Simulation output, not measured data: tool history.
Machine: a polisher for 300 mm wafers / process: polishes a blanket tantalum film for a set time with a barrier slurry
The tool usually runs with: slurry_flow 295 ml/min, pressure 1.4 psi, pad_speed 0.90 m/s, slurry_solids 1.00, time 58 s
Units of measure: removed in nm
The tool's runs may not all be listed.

run	day	slurry_flow	pressure	pad_speed	slurry_solids	time	incoming thickness of the incoming film, nm	removed
1	0.000	295	1.4	0.90	1.00	58	407.8	59.4
2	3.208	295	1.4	0.90	1.00	58	393.0	59.3
3	5.192	295	1.4	1.08	1.00	58	396.5	70.6
# day 7.046: slurry blender recalibrated
4	7.938	295	1.4	0.90	1.00	58	395.8	58.4
# day 10.029: worn pad replaced by a new one
5	10.112	295	1.4	0.90	1.00	58	402.3	58.6
6	12.596	295	1.4	0.90	1.00	58	397.2	58.5
7	17.021	295	1.4	0.90	1.00	58	393.9	59.1
8	18.975	295	1.4	0.90	1.00	58	399.3	58.5
# day 19.250: slurry nozzle cleaned
# day 20.475: slurry blender recalibrated
9	20.883	295	1.4	0.90	1.00	58	394.8	58.1
# day 21.712: worn pad replaced by a new one
10	22.575	295	1.1	0.90	1.15	41	408.1	36.8
11	24.412	220	1.6	0.90	1.15	58	403.5	63.9
12	28.438	295	1.4	0.90	1.00	58	404.9	57.9
13	30.371	335	1.2	1.04	1.00	71	399.0	74.6
14	32.029	295	1.4	1.02	1.00	63	402.7	70.4
# day 33.033: worn pad replaced by a new one
# day 38.088: head pressure recalibrated
# day 38.092: slurry blender recalibrated
15	38.325	295	1.4	0.90	1.00	58	397.3	68.2

Run 16 comes next. What will it give?
16	41.867	395	1.4	0.90	1.00	49	404.8	?

For run 16 the tool returned removed 57.2 nm.
With the hidden condition absent and the run-to-run variation left alone, this run would have shown removed 53.0 nm.
